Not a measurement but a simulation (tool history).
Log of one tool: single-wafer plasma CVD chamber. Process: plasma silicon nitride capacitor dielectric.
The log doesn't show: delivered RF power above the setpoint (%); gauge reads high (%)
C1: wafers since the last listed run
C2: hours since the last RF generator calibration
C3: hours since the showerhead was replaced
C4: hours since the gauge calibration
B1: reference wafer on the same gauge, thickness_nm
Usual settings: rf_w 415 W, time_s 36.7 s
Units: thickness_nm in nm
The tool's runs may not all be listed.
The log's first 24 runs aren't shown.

{"run": 25, "hour": 1964.2, "rf_w": 370, "time_s": 36.7, "C1": 2078, "C2": 1131.9, "C3": 950.9, "C4": 2317.3, "B1": 47.945, "thickness_nm": 44.101}
{"run": 26, "hour": 2009.6, "rf_w": 455, "time_s": 33.7, "C1": 1038, "C2": 1177.3, "C3": 996.3, "C4": 2362.7, "B1": 47.914, "thickness_nm": 42.872}
{"run": 27, "hour": 2115.2, "rf_w": 460, "time_s": 42.1, "C1": 2414, "C2": 1282.9, "C3": 1101.9, "C4": 2468.3, "B1": 47.911, "thickness_nm": 53.504}
{"run": 28, "hour": 2168.2, "rf_w": 415, "time_s": 36.7, "C1": 1211, "C2": 1335.9, "C3": 1154.9, "C4": 2521.3, "B1": 47.917, "thickness_nm": 45.602}
{"hour": 2187.4, "done": "gauge calibrated"}
{"run": 29, "hour": 2223.2, "rf_w": 415, "time_s": 31.1, "C1": 1257, "C2": 1390.9, "C3": 1209.9, "C4": 35.8, "B1": 47.881, "thickness_nm": 38.718}
{"hour": 2236.1, "done": "RF generator calibrated"}
{"run": 30, "hour": 2299.3, "rf_w": 335, "time_s": 42.6, "C1": 1557, "C2": 63.2, "C3": 1286, "C4": 111.9, "B1": 47.907, "thickness_nm": 50.297}
{"run": 31, "hour": 2358.0, "rf_w": 390, "time_s": 36.7, "C1": 1342, "C2": 121.9, "C3": 1344.7, "C4": 170.6, "B1": 47.938, "thickness_nm": 45.237}
{"run": 32, "hour": 2424.7, "rf_w": 355, "time_s": 34.7, "C1": 1525, "C2": 188.6, "C3": 1411.4, "C4": 237.3, "B1": 47.899, "thickness_nm": 41.857}
{"run": 33, "hour": 2505.2, "rf_w": 450, "time_s": 31.2, "C1": 1840, "C2": 269.1, "C3": 1491.9, "C4": 317.8, "B1": 47.877, "thickness_nm": 40.373}
{"run": 34, "hour": 2682.1, "rf_w": 445, "time_s": 32.3, "C1": 4045, "C2": 446, "C3": 1668.8, "C4": 494.7, "B1": 47.914, "thickness_nm": 41.263}
{"run": 35, "hour": 2772.3, "rf_w": 415, "time_s": 34.4, "C1": 2062, "C2": 536.2, "C3": 1759, "C4": 584.9, "B1": 47.885, "thickness_nm": 43.573}
{"run": 36, "hour": 2837.9, "rf_w": 340, "time_s": 43.2, "C1": 1500, "C2": 601.8, "C3": 1824.6, "C4": 650.5, "B1": 47.9, "thickness_nm": 51.423}
{"run": 37, "hour": 2934.1, "rf_w": 415, "time_s": 36.7, "C1": 2199, "C2": 698, "C3": 1920.8, "C4": 746.7, "B1": 47.891, "thickness_nm": 46.211}
{"run": 38, "hour": 2990.6, "rf_w": 360, "time_s": 30.3, "C1": 1291, "C2": 754.5, "C3": 1977.3, "C4": 803.2, "B1": 47.945, "thickness_nm": 36.653}
{"run": 39, "hour": 3096.5, "rf_w": 415, "time_s": 36.7, "C1": 2421, "C2": 860.4, "C3": 2083.2, "C4": 909.1, "B1": 47.888, "thickness_nm": 45.888}

Forecast each of these 3 alternatives for the next run:
{"run": "A", "hour": 3096.9, "rf_w": 415, "time_s": 36.7, "C1": 9, "C2": 860.8, "C3": 2083.6, "C4": 909.5, "B1": "?", "thickness_nm": "?"}
{"run": "B", "hour": 3096.9, "rf_w": 460, "time_s": 30.5, "C1": 9, "C2": 860.8, "C3": 2083.6, "C4": 909.5, "B1": "?", "thickness_nm": "?"}
{"run": "C", "hour": 3096.9, "rf_w": 360, "time_s": 32, "C1": 9, "C2": 860.8, "C3": 2083.6, "C4": 909.5, "B1": "?", "thickness_nm": "?"}

run=A B1=47.949 thickness_nm=45.956
run=B B1=47.949 thickness_nm=39.33
run=C B1=47.949 thickness_nm=38.488
Without the tool's hidden state the same runs would have given:
run=A thickness_nm=46.467
run=B thickness_nm=39.767
run=C thickness_nm=38.916
